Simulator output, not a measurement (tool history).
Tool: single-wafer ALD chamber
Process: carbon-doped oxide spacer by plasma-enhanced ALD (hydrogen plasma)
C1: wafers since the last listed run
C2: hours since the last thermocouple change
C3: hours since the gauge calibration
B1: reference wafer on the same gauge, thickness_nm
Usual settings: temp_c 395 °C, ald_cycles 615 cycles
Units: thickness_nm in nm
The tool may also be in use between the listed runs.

run 1 hour=0 | temp_c=395 ald_cycles=536 | C1=0 C2=487.9 C3=119.8 | B1=36.659 | thickness_nm=27.292
run 2 hour=51.3 | temp_c=395 ald_cycles=536 | C1=33 C2=539.2 C3=171.1 | B1=36.713 | thickness_nm=27.153
run 3 hour=110.3 | temp_c=395 ald_cycles=536 | C1=38 C2=598.2 C3=230.1 | B1=36.74 | thickness_nm=27.375
run 4 hour=164.5 | temp_c=395 ald_cycles=540 | C1=35 C2=652.4 C3=284.3 | B1=36.681 | thickness_nm=27.35
run 5 hour=206.9 | temp_c=395 ald_cycles=540 | C1=27 C2=694.8 C3=326.7 | B1=36.72 | thickness_nm=27.524
run 6 hour=288.4 | temp_c=395 ald_cycles=540 | C1=53 C2=776.3 C3=408.2 | B1=36.723 | thickness_nm=27.402
run 7 hour=377.5 | temp_c=395 ald_cycles=615 | C1=58 C2=865.4 C3=497.3 | B1=36.7 | thickness_nm=31.178
-- hour=450.5 thermocouple changed; heater temperature recalibrated
run 8 hour=469.2 | temp_c=395 ald_cycles=615 | C1=55 C2=18.7 C3=589 | B1=36.69 | thickness_nm=31.277
run 9 hour=570.9 | temp_c=395 ald_cycles=708 | C1=66 C2=120.4 C3=690.7 | B1=36.741 | thickness_nm=35.895
run 10 hour=643.4 | temp_c=395 ald_cycles=708 | C1=47 C2=192.9 C3=763.2 | B1=36.727 | thickness_nm=36.07
run 11 hour=709.3 | temp_c=395 ald_cycles=615 | C1=43 C2=258.8 C3=829.1 | B1=36.71 | thickness_nm=31.342
run 12 hour=803.2 | temp_c=395 ald_cycles=615 | C1=61 C2=352.7 C3=923 | B1=36.695 | thickness_nm=31.224
run 13 hour=901.2 | temp_c=395 ald_cycles=615 | C1=64 C2=450.7 C3=1021 | B1=36.707 | thickness_nm=31.296
run 14 hour=999.2 | temp_c=395 ald_cycles=554 | C1=64 C2=548.7 C3=1119 | B1=36.704 | thickness_nm=28.175
run 15 hour=1052.7 | temp_c=395 ald_cycles=554 | C1=35 C2=602.2 C3=1172.5 | B1=36.702 | thickness_nm=28.196
run 16 hour=1096.6 | temp_c=395 ald_cycles=615 | C1=28 C2=646.1 C3=1216.4 | B1=36.721 | thickness_nm=31.296
run 17 hour=1194.6 | temp_c=395 ald_cycles=615 | C1=64 C2=744.1 C3=1314.4 | B1=36.702 | thickness_nm=31.393
-- hour=1245.9 gauge calibrated
run 18 hour=1275.4 | temp_c=395 ald_cycles=615 | C1=53 C2=824.9 C3=29.5 | B1=36.735 | thickness_nm=31.201
run 19 hour=1341.2 | temp_c=395 ald_cycles=615 | C1=43 C2=890.7 C3=95.3 | B1=36.694 | thickness_nm=31.274
run 20 hour=1395.5 | temp_c=395 ald_cycles=615 | C1=35 C2=945 C3=149.6 | B1=36.719 | thickness_nm=31.344
run 21 hour=1439.5 | temp_c=387 ald_cycles=654 | C1=28 C2=989 C3=193.6 | B1=36.739 | thickness_nm=33.239
run 22 hour=1504.6 | temp_c=395 ald_cycles=615 | C1=42 C2=1054.1 C3=258.7 | B1=36.703 | thickness_nm=31.477
-- hour=1519.7 thermocouple changed; heater temperature recalibrated
run 23 hour=1798 | temp_c=380 ald_cycles=711 | C1=187 C2=278.3 C3=552.1 | B1=36.741 | thickness_nm=36.177
run 24 hour=1877.4 | temp_c=400 ald_cycles=716 | C1=52 C2=357.7 C3=631.5 | B1=36.686 | thickness_nm=36.574
run 25 hour=1967.2 | temp_c=407 ald_cycles=671 | C1=59 C2=447.5 C3=721.3 | B1=36.672 | thickness_nm=33.505
run 26 hour=2020.9 | temp_c=402 ald_cycles=684 | C1=35 C2=501.2 C3=775 | B1=36.722 | thickness_nm=34.604
run 27 hour=2070.9 | temp_c=395 ald_cycles=522 | C1=32 C2=551.2 C3=825 | B1=36.737 | thickness_nm=26.548
run 28 hour=2124.3 | temp_c=404 ald_cycles=675 | C1=35 C2=604.6 C3=878.4 | B1=36.701 | thickness_nm=33.944
run 29 hour=2163.8 | temp_c=395 ald_cycles=615 | C1=25 C2=644.1 C3=917.9 | B1=36.66 | thickness_nm=31.278
run 30 hour=2221.2 | temp_c=405 ald_cycles=615 | C1=37 C2=701.5 C3=975.3 | B1=36.734 | thickness_nm=30.966
run 31 hour=2271.7 | temp_c=382 ald_cycles=510 | C1=33 C2=752 C3=1025.8 | B1=36.697 | thickness_nm=26.087
run 32 hour=2358.2 | temp_c=395 ald_cycles=615 | C1=56 C2=838.5 C3=1112.3 | B1=36.691 | thickness_nm=31.395
run 33 hour=2421.3 | temp_c=381 ald_cycles=693 | C1=41 C2=901.6 C3=1175.4 | B1=36.708 | thickness_nm=35.052
run 34 hour=2505.6 | temp_c=403 ald_cycles=511 | C1=55 C2=985.9 C3=1259.7 | B1=36.697 | thickness_nm=25.937
run 35 hour=2573.9 | temp_c=395 ald_cycles=615 | C1=44 C2=1054.2 C3=1328 | B1=36.699 | thickness_nm=31.182
-- hour=2596.3 thermocouple changed; heater temperature recalibrated
run 36 hour=2644.3 | temp_c=409 ald_cycles=495 | C1=41 C2=48 C3=1398.4 | B1=36.686 | thickness_nm=24.582
run 37 hour=2695.2 | temp_c=389 ald_cycles=576 | C1=33 C2=98.9 C3=1449.3 | B1=36.685 | thickness_nm=29.246
-- hour=2755.4 gauge calibrated
run 38 hour=2762.5 | temp_c=385 ald_cycles=652 | C1=44 C2=166.2 C3=7.1 | B1=36.715 | thickness_nm=33.033
run 39 hour=2832.4 | temp_c=395 ald_cycles=566 | C1=45 C2=236.1 C3=77 | B1=36.665 | thickness_nm=28.871
run 40 hour=2919.7 | temp_c=395 ald_cycles=615 | C1=57 C2=323.4 C3=164.3 | B1=36.713 | thickness_nm=31.35

Forecast each of these 4 alternatives for the next run:
run A hour=2921 | temp_c=395 ald_cycles=615 | C1=0 C2=324.7 C3=165.6 | B1=? | thickness_nm=?
run B hour=2921 | temp_c=407 ald_cycles=549 | C1=0 C2=324.7 C3=165.6 | B1=? | thickness_nm=?
run C hour=2921 | temp_c=401 ald_cycles=615 | C1=0 C2=324.7 C3=165.6 | B1=? | thickness_nm=?
run D hour=2921 | temp_c=400 ald_cycles=702 | C1=0 C2=324.7 C3=165.6 | B1=? | thickness_nm=?

run=A B1=36.679 thickness_nm=31.272
run=B B1=36.679 thickness_nm=27.424
run=C B1=36.679 thickness_nm=31.231
run=D B1=36.679 thickness_nm=35.696
Without the tool's hidden state the same runs would have given:
run=A thickness_nm=31.272
run=B thickness_nm=27.424
run=C thickness_nm=31.231
run=D thickness_nm=35.696

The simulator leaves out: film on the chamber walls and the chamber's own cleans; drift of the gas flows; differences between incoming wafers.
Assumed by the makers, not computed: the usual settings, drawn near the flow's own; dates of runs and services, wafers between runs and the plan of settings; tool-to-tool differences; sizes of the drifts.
